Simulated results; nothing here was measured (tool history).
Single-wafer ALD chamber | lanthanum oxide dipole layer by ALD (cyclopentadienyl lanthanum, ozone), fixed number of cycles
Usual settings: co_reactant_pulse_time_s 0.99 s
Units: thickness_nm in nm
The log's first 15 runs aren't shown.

run	hour	co_reactant_pulse_time_s	wafers since the last listed run	hours since the last thermocouple change	hours since the last ozone generator service	hours since the showerhead was replaced	hours since the gauge calibration	read-back reference wafer on the same gauge, thickness_nm	thickness_nm
16	1161.3	0.99	3465	280.9	541.1	1080.1	221.3	0.601	0.512
17	1250.3	0.72	2099	369.9	630.1	1169.1	310.3	0.601	0.442
18	1295	0.61	1054	414.6	674.8	1213.8	355	0.601	0.406
19	1400.2	0.69	2481	519.8	780	1319	460.2	0.6	0.431
20	1491.7	1.36	2158	611.3	871.5	1410.5	551.7	0.6	0.549
21	1585.6	0.99	2215	705.2	965.4	1504.4	645.6	0.6	0.493
22	1629.7	0.99	1040	749.3	1009.5	1548.5	689.7	0.6	0.5
23	1690.2	0.99	1427	809.8	1070	1609	750.2	0.6	0.502
24	1728.8	1.25	910	848.4	1108.6	1647.6	788.8	0.6	0.533
25	1833.4	1.09	2467	953	1213.2	1752.2	893.4	0.6	0.511
# hour 1890.8: thermocouple changed; heater temperature recalibrated
26	1911.4	1.27	1651	20.6	1291.2	1830.2	971.4	0.6	0.533
# hour 1941.7: ozone generator serviced
27	1956.8	0.99	882	66	15.1	1875.6	1016.8	0.602	0.515
28	2016.3	1.28	1403	125.5	74.6	1935.1	1076.3	0.599	0.554
29	2078.8	0.77	1474	188	137.1	1997.6	1138.8	0.6	0.466
30	2133.1	1.38	1280	242.3	191.4	2051.9	1193.1	0.6	0.565
31	2176.5	0.6	1023	285.7	234.8	2095.3	1236.5	0.599	0.412
32	2212.7	1.2	853	321.9	271	2131.5	1272.7	0.599	0.544
33	2318.6	1.2	2498	427.8	376.9	2237.4	1378.6	0.601	0.54

Forecast each of these 5 alternatives for the next run:
A	2319	1.21	9	428.2	377.3	2237.8	1379	?	?
B	2319	0.81	9	428.2	377.3	2237.8	1379	?	?
C	2319	1.11	9	428.2	377.3	2237.8	1379	?	?
D	2319	0.82	9	428.2	377.3	2237.8	1379	?	?
E	2319	0.89	9	428.2	377.3	2237.8	1379	?	?

run	read-back reference wafer on the same gauge, thickness_nm	thickness_nm
A	0.602	0.542
B	0.602	0.473
C	0.602	0.53
D	0.602	0.475
E	0.602	0.491
Without the tool's hidden state the same runs would have given:
run	thickness_nm
A	0.55
B	0.484
C	0.538
D	0.487
E	0.502
